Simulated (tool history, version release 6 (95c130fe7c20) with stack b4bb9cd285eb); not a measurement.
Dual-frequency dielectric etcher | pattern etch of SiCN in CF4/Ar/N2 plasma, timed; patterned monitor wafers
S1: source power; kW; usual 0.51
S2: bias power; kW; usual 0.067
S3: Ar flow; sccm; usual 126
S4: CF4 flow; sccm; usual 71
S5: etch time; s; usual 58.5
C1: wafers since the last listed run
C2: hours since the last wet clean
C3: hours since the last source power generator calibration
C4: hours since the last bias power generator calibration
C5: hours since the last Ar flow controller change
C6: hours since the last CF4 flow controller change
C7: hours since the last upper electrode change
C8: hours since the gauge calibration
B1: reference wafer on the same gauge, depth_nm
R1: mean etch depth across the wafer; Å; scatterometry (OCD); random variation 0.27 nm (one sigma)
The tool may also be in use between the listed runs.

{"run": 1, "day": 0.0, "S1": 0.51, "S2": 0.067, "S3": 126, "S4": 71, "S5": 58.5, "C1": 0, "C2": 180.3, "C3": 3719.4, "C4": 3581.5, "C5": 2438.2, "C6": 892.8, "C7": 4618.3, "C8": 1079.7, "B1": 46.1, "R1": 473}
{"run": 2, "day": 1.8, "S1": 0.51, "S2": 0.067, "S3": 126, "S4": 71, "S5": 58.5, "C1": 328, "C2": 223.5, "C3": 3762.6, "C4": 3624.7, "C5": 2481.4, "C6": 936, "C7": 4661.5, "C8": 1122.9, "B1": 46, "R1": 468}
{"run": 3, "day": 3.729, "S1": 0.51, "S2": 0.079, "S3": 126, "S4": 71, "S5": 58.5, "C1": 352, "C2": 269.8, "C3": 3808.9, "C4": 3671, "C5": 2527.7, "C6": 982.3, "C7": 4707.8, "C8": 1169.2, "B1": 45.9, "R1": 500}
{"day": 6.4, "done": "upper electrode replaced"}
{"run": 4, "day": 6.421, "S1": 0.51, "S2": 0.079, "S3": 126, "S4": 71, "S5": 58.5, "C1": 309, "C2": 334.4, "C3": 3873.5, "C4": 3735.6, "C5": 2592.3, "C6": 1046.9, "C7": 0.5, "C8": 1233.8, "B1": 45.9, "R1": 495}
{"run": 5, "day": 9.025, "S1": 0.41, "S2": 0.067, "S3": 126, "S4": 71, "S5": 58.5, "C1": 475, "C2": 396.9, "C3": 3936, "C4": 3798.1, "C5": 2654.8, "C6": 1109.4, "C7": 63, "C8": 1296.3, "B1": 45.7, "R1": 410}
{"day": 10.95, "done": "source power generator calibrated"}
{"day": 11.2, "done": "bias power generator calibrated"}
{"run": 6, "day": 11.971, "S1": 0.51, "S2": 0.067, "S3": 126, "S4": 71, "S5": 58.5, "C1": 477, "C2": 467.6, "C3": 24.5, "C4": 18.5, "C5": 2725.5, "C6": 1180.1, "C7": 133.7, "C8": 1367, "B1": 45.7, "R1": 470}
{"day": 12.862, "done": "gauge calibrated"}
{"day": 13.833, "done": "wet clean of the chamber"}
{"run": 7, "day": 14.462, "S1": 0.51, "S2": 0.067, "S3": 126, "S4": 71, "S5": 58.5, "C1": 272, "C2": 15.1, "C3": 84.3, "C4": 78.3, "C5": 2785.3, "C6": 1239.9, "C7": 193.5, "C8": 38.4, "B1": 47.7, "R1": 489}
{"run": 8, "day": 15.592, "S1": 0.39, "S2": 0.078, "S3": 126, "S4": 71, "S5": 58.5, "C1": 206, "C2": 42.2, "C3": 111.4, "C4": 105.4, "C5": 2812.4, "C6": 1267, "C7": 220.6, "C8": 65.5, "B1": 47.6, "R1": 435}
{"run": 9, "day": 18.392, "S1": 0.64, "S2": 0.067, "S3": 110, "S4": 71, "S5": 74.5, "C1": 511, "C2": 109.4, "C3": 178.6, "C4": 172.6, "C5": 2879.6, "C6": 1334.2, "C7": 287.8, "C8": 132.7, "B1": 47.6, "R1": 738}
{"run": 10, "day": 19.458, "S1": 0.4, "S2": 0.073, "S3": 112, "S4": 71, "S5": 71.5, "C1": 194, "C2": 135, "C3": 204.2, "C4": 198.2, "C5": 2905.2, "C6": 1359.8, "C7": 313.4, "C8": 158.3, "B1": 47.5, "R1": 539}
{"run": 11, "day": 21.825, "S1": 0.51, "S2": 0.067, "S3": 126, "S4": 71, "S5": 58.5, "C1": 432, "C2": 191.8, "C3": 261, "C4": 255, "C5": 2962, "C6": 1416.6, "C7": 370.2, "C8": 215.1, "B1": 47.5, "R1": 486}
{"run": 12, "day": 22.971, "S1": 0.51, "S2": 0.067, "S3": 126, "S4": 71, "S5": 58.5, "C1": 209, "C2": 219.3, "C3": 288.5, "C4": 282.5, "C5": 2989.5, "C6": 1444.1, "C7": 397.7, "C8": 242.6, "B1": 47.4, "R1": 486}
{"day": 25.442, "done": "Ar flow controller replaced"}
{"run": 13, "day": 25.692, "S1": 0.41, "S2": 0.067, "S3": 126, "S4": 55, "S5": 72.5, "C1": 451, "C2": 284.6, "C3": 353.8, "C4": 347.8, "C5": 6, "C6": 1509.4, "C7": 463, "C8": 307.9, "B1": 47.3, "R1": 489}
{"run": 14, "day": 28.554, "S1": 0.51, "S2": 0.067, "S3": 126, "S4": 71, "S5": 58.5, "C1": 523, "C2": 353.3, "C3": 422.5, "C4": 416.5, "C5": 74.7, "C6": 1578.1, "C7": 531.7, "C8": 376.6, "B1": 47.2, "R1": 482}
{"run": 15, "day": 31.288, "S1": 0.51, "S2": 0.067, "S3": 126, "S4": 71, "S5": 58.5, "C1": 499, "C2": 418.9, "C3": 488.1, "C4": 482.1, "C5": 140.3, "C6": 1643.7, "C7": 597.3, "C8": 442.2, "B1": 47.1, "R1": 488}
{"day": 32.775, "done": "CF4 flow controller replaced"}
{"run": 16, "day": 33.179, "S1": 0.51, "S2": 0.072, "S3": 103, "S4": 71, "S5": 58.5, "C1": 300, "C2": 464.3, "C3": 533.5, "C4": 527.5, "C5": 185.7, "C6": 9.7, "C7": 642.7, "C8": 487.6, "B1": 47, "R1": 516}
{"day": 34.604, "done": "wet clean of the chamber"}
{"run": 17, "day": 34.638, "S1": 0.55, "S2": 0.067, "S3": 155, "S4": 71, "S5": 58.5, "C1": 83, "C2": 0.8, "C3": 568.5, "C4": 562.5, "C5": 220.7, "C6": 44.7, "C7": 677.7, "C8": 522.6, "B1": 47, "R1": 481}
{"run": 18, "day": 37.333, "S1": 0.51, "S2": 0.067, "S3": 154, "S4": 71, "S5": 58.5, "C1": 492, "C2": 65.5, "C3": 633.2, "C4": 627.2, "C5": 285.4, "C6": 109.4, "C7": 742.4, "C8": 587.3, "B1": 46.9, "R1": 461}
{"run": 19, "day": 39.362, "S1": 0.58, "S2": 0.067, "S3": 106, "S4": 75, "S5": 72.5, "C1": 370, "C2": 114.2, "C3": 681.9, "C4": 675.9, "C5": 334.1, "C6": 158.1, "C7": 791.1, "C8": 636, "B1": 46.8, "R1": 675}
{"run": 20, "day": 41.3, "S1": 0.51, "S2": 0.067, "S3": 97, "S4": 71, "S5": 66.5, "C1": 354, "C2": 160.7, "C3": 728.4, "C4": 722.4, "C5": 380.6, "C6": 204.6, "C7": 837.6, "C8": 682.5, "B1": 46.7, "R1": 582}
{"run": 21, "day": 43.621, "S1": 0.51, "S2": 0.067, "S3": 108, "S4": 71, "S5": 44, "C1": 424, "C2": 216.4, "C3": 784.1, "C4": 778.1, "C5": 436.3, "C6": 260.3, "C7": 893.3, "C8": 738.2, "B1": 46.7, "R1": 371}
{"run": 22, "day": 46.525, "S1": 0.51, "S2": 0.067, "S3": 126, "S4": 71, "S5": 58.5, "C1": 530, "C2": 286.1, "C3": 853.8, "C4": 847.8, "C5": 506, "C6": 330, "C7": 963, "C8": 807.9, "B1": 46.6, "R1": 476}

3 ways to go on from here, each from the tool as it stands after run 22. What would each give?
{"run": "A", "day": 46.542, "S1": 0.51, "S2": 0.067, "S3": 126, "S4": 71, "S5": 58.5, "C1": 3, "C2": 286.5, "C3": 854.2, "C4": 848.2, "C5": 506.4, "C6": 330.4, "C7": 963.4, "C8": 808.3, "B1": "?", "R1": "?"}
{"run": "B", "day": 46.542, "S1": 0.51, "S2": 0.061, "S3": 126, "S4": 71, "S5": 58.5, "C1": 3, "C2": 286.5, "C3": 854.2, "C4": 848.2, "C5": 506.4, "C6": 330.4, "C7": 963.4, "C8": 808.3, "B1": "?", "R1": "?"}
{"run": "C", "day": 46.542, "S1": 0.51, "S2": 0.072, "S3": 126, "S4": 71, "S5": 58.5, "C1": 3, "C2": 286.5, "C3": 854.2, "C4": 848.2, "C5": 506.4, "C6": 330.4, "C7": 963.4, "C8": 808.3, "B1": "?", "R1": "?"}

run=A B1=46.6 R1=480
run=B B1=46.6 R1=467
run=C B1=46.6 R1=492
Without the tool's hidden state the same runs would have given:
run=A R1=494
run=B R1=479
run=C R1=505
